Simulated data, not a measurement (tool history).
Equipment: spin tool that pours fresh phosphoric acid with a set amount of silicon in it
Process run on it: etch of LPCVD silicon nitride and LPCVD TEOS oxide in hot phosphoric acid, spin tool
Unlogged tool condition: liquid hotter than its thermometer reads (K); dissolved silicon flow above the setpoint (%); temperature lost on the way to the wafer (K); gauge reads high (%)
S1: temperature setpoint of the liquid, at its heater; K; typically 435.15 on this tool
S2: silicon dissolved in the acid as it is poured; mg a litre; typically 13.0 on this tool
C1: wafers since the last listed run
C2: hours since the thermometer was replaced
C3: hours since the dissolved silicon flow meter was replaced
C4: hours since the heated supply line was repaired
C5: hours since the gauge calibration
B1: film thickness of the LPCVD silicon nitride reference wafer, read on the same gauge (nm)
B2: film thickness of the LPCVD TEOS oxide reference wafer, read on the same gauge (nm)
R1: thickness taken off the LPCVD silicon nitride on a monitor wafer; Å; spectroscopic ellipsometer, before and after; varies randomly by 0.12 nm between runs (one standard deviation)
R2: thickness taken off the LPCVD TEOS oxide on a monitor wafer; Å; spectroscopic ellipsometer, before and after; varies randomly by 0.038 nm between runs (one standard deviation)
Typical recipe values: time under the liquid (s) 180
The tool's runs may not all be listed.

{"run": 1, "hour": 0.0, "S1": 435.15, "S2": 13.0, "time under the liquid (s)": 180, "C1": 0, "C2": 445.2, "C3": 343.4, "C4": 1221.6, "C5": 1503.4, "B1": 40.0, "B2": 70.04, "R1": 175.7, "R2": 5.28}
{"run": 2, "hour": 46.6, "S1": 435.15, "S2": 8.0, "time under the liquid (s)": 180, "C1": 404, "C2": 491.8, "C3": 390.0, "C4": 1268.2, "C5": 1550.0, "B1": 39.99, "B2": 69.995, "R1": 176.1, "R2": 5.05}
{"run": 3, "hour": 137.2, "S1": 435.15, "S2": 8.0, "time under the liquid (s)": 180, "C1": 786, "C2": 582.4, "C3": 480.6, "C4": 1358.8, "C5": 1640.6, "B1": 40.02, "B2": 70.012, "R1": 175.0, "R2": 4.72}
{"run": 4, "hour": 223.8, "S1": 435.15, "S2": 13.0, "time under the liquid (s)": 180, "C1": 751, "C2": 669.0, "C3": 567.2, "C4": 1445.4, "C5": 1727.2, "B1": 40.03, "B2": 70.003, "R1": 176.9, "R2": 4.04}
{"hour": 257.1, "done": "dissolved silicon flow meter replaced"}
{"run": 5, "hour": 290.8, "S1": 435.15, "S2": 13.0, "time under the liquid (s)": 180, "C1": 572, "C2": 736.0, "C3": 33.7, "C4": 1512.4, "C5": 1794.2, "B1": 40.03, "B2": 69.996, "R1": 180.4, "R2": 4.9}
{"run": 6, "hour": 331.8, "S1": 435.15, "S2": 13.0, "time under the liquid (s)": 180, "C1": 355, "C2": 777.0, "C3": 74.7, "C4": 1553.4, "C5": 1835.2, "B1": 40.02, "B2": 70.012, "R1": 180.6, "R2": 4.69}
{"run": 7, "hour": 411.0, "S1": 435.15, "S2": 11.0, "time under the liquid (s)": 180, "C1": 687, "C2": 856.2, "C3": 153.9, "C4": 1632.6, "C5": 1914.4, "B1": 40.0, "B2": 69.996, "R1": 178.5, "R2": 5.06}
{"run": 8, "hour": 476.1, "S1": 435.15, "S2": 21.0, "time under the liquid (s)": 180, "C1": 564, "C2": 921.3, "C3": 219.0, "C4": 1697.7, "C5": 1979.5, "B1": 39.99, "B2": 70.009, "R1": 176.8, "R2": 4.23}
{"run": 9, "hour": 542.4, "S1": 435.15, "S2": 23.0, "time under the liquid (s)": 100, "C1": 575, "C2": 987.6, "C3": 285.3, "C4": 1764.0, "C5": 2045.8, "B1": 39.97, "B2": 69.98, "R1": 99.3, "R2": 2.32}
{"hour": 640.2, "done": "gauge calibrated"}
{"run": 10, "hour": 641.2, "S1": 434.15, "S2": 4.0, "time under the liquid (s)": 245, "C1": 857, "C2": 1086.4, "C3": 384.1, "C4": 1862.8, "C5": 1.0, "B1": 40.03, "B2": 69.999, "R1": 236.8, "R2": 7.74}
{"run": 11, "hour": 714.0, "S1": 437.65, "S2": 13.0, "time under the liquid (s)": 90, "C1": 631, "C2": 1159.2, "C3": 456.9, "C4": 1935.6, "C5": 73.8, "B1": 40.01, "B2": 70.023, "R1": 97.7, "R2": 2.65}
{"run": 12, "hour": 754.7, "S1": 435.15, "S2": 13.0, "time under the liquid (s)": 180, "C1": 353, "C2": 1199.9, "C3": 497.6, "C4": 1976.3, "C5": 114.5, "B1": 40.01, "B2": 70.018, "R1": 180.7, "R2": 4.72}
{"hour": 769.5, "done": "heated supply line repaired"}
{"hour": 848.0, "done": "dissolved silicon flow meter replaced"}
{"run": 13, "hour": 852.8, "S1": 435.15, "S2": 13.0, "time under the liquid (s)": 180, "C1": 833, "C2": 1298.0, "C3": 4.8, "C4": 83.3, "C5": 212.6, "B1": 40.03, "B2": 69.992, "R1": 179.5, "R2": 4.76}
{"hour": 918.7, "done": "thermometer replaced"}
{"run": 14, "hour": 935.2, "S1": 436.65, "S2": 13.0, "time under the liquid (s)": 110, "C1": 706, "C2": 16.5, "C3": 87.2, "C4": 165.7, "C5": 295.0, "B1": 40.01, "B2": 70.007, "R1": 111.5, "R2": 2.97}
{"run": 15, "hour": 1017.6, "S1": 435.15, "S2": 13.0, "time under the liquid (s)": 180, "C1": 714, "C2": 98.9, "C3": 169.6, "C4": 248.1, "C5": 377.4, "B1": 39.99, "B2": 70.022, "R1": 172.7, "R2": 4.1}
{"run": 16, "hour": 1124.0, "S1": 438.15, "S2": 22.0, "time under the liquid (s)": 215, "C1": 923, "C2": 205.3, "C3": 276.0, "C4": 354.5, "C5": 483.8, "B1": 39.99, "B2": 70.002, "R1": 231.3, "R2": 5.55}
{"run": 17, "hour": 1177.5, "S1": 435.15, "S2": 20.5, "time under the liquid (s)": 100, "C1": 464, "C2": 258.8, "C3": 329.5, "C4": 408.0, "C5": 537.3, "B1": 40.03, "B2": 70.038, "R1": 97.6, "R2": 1.84}
{"run": 18, "hour": 1215.7, "S1": 436.65, "S2": 17.0, "time under the liquid (s)": 250, "C1": 331, "C2": 297.0, "C3": 367.7, "C4": 446.2, "C5": 575.5, "B1": 39.99, "B2": 70.025, "R1": 255.8, "R2": 5.51}
{"run": 19, "hour": 1278.2, "S1": 433.15, "S2": 13.0, "time under the liquid (s)": 275, "C1": 542, "C2": 359.5, "C3": 430.2, "C4": 508.7, "C5": 638.0, "B1": 40.0, "B2": 69.984, "R1": 250.7, "R2": 6.27}
{"run": 20, "hour": 1327.9, "S1": 434.15, "S2": 13.0, "time under the liquid (s)": 115, "C1": 431, "C2": 409.2, "C3": 479.9, "C4": 558.4, "C5": 687.7, "B1": 40.0, "B2": 69.982, "R1": 108.7, "R2": 3.13}
{"run": 21, "hour": 1373.7, "S1": 436.65, "S2": 21.5, "time under the liquid (s)": 70, "C1": 397, "C2": 455.0, "C3": 525.7, "C4": 604.2, "C5": 733.5, "B1": 40.0, "B2": 70.002, "R1": 72.6, "R2": 1.48}

Here are 5 independent what-if runs from the current tool condition. What would each one return?
{"run": "A", "hour": 1374.2, "S1": 435.15, "S2": 13.0, "time under the liquid (s)": 180, "C1": 4, "C2": 455.5, "C3": 526.2, "C4": 604.7, "C5": 734.0, "B1": "?", "B2": "?", "R1": "?", "R2": "?"}
{"run": "B", "hour": 1374.2, "S1": 432.15, "S2": 9.0, "time under the liquid (s)": 95, "C1": 4, "C2": 455.5, "C3": 526.2, "C4": 604.7, "C5": 734.0, "B1": "?", "B2": "?", "R1": "?", "R2": "?"}
{"run": "C", "hour": 1374.2, "S1": 433.65, "S2": 13.0, "time under the liquid (s)": 115, "C1": 4, "C2": 455.5, "C3": 526.2, "C4": 604.7, "C5": 734.0, "B1": "?", "B2": "?", "R1": "?", "R2": "?"}
{"run": "D", "hour": 1374.2, "S1": 433.15, "S2": 8.5, "time under the liquid (s)": 275, "C1": 4, "C2": 455.5, "C3": 526.2, "C4": 604.7, "C5": 734.0, "B1": "?", "B2": "?", "R1": "?", "R2": "?"}
{"run": "E", "hour": 1374.2, "S1": 435.15, "S2": 18.5, "time under the liquid (s)": 290, "C1": 4, "C2": 455.5, "C3": 526.2, "C4": 604.7, "C5": 734.0, "B1": "?", "B2": "?", "R1": "?", "R2": "?"}

run=A B1=39.98 B2=69.989 R1=174.4 R2=4.50
run=B B1=39.98 B2=69.989 R1=83.3 R2=2.09
run=C B1=39.98 B2=69.989 R1=106.0 R2=2.58
run=D B1=39.98 B2=69.989 R1=249.3 R2=6.58
run=E B1=39.98 B2=69.989 R1=281.0 R2=6.31
Take away the tool's hidden state, keep each run's random variation, and the runs would have read:
run=A R1=172.2 R2=4.38
run=B R1=82.2 R2=2.03
run=C R1=104.7 R2=2.51
run=D R1=246.1 R2=6.39
run=E R1=277.5 R2=6.13

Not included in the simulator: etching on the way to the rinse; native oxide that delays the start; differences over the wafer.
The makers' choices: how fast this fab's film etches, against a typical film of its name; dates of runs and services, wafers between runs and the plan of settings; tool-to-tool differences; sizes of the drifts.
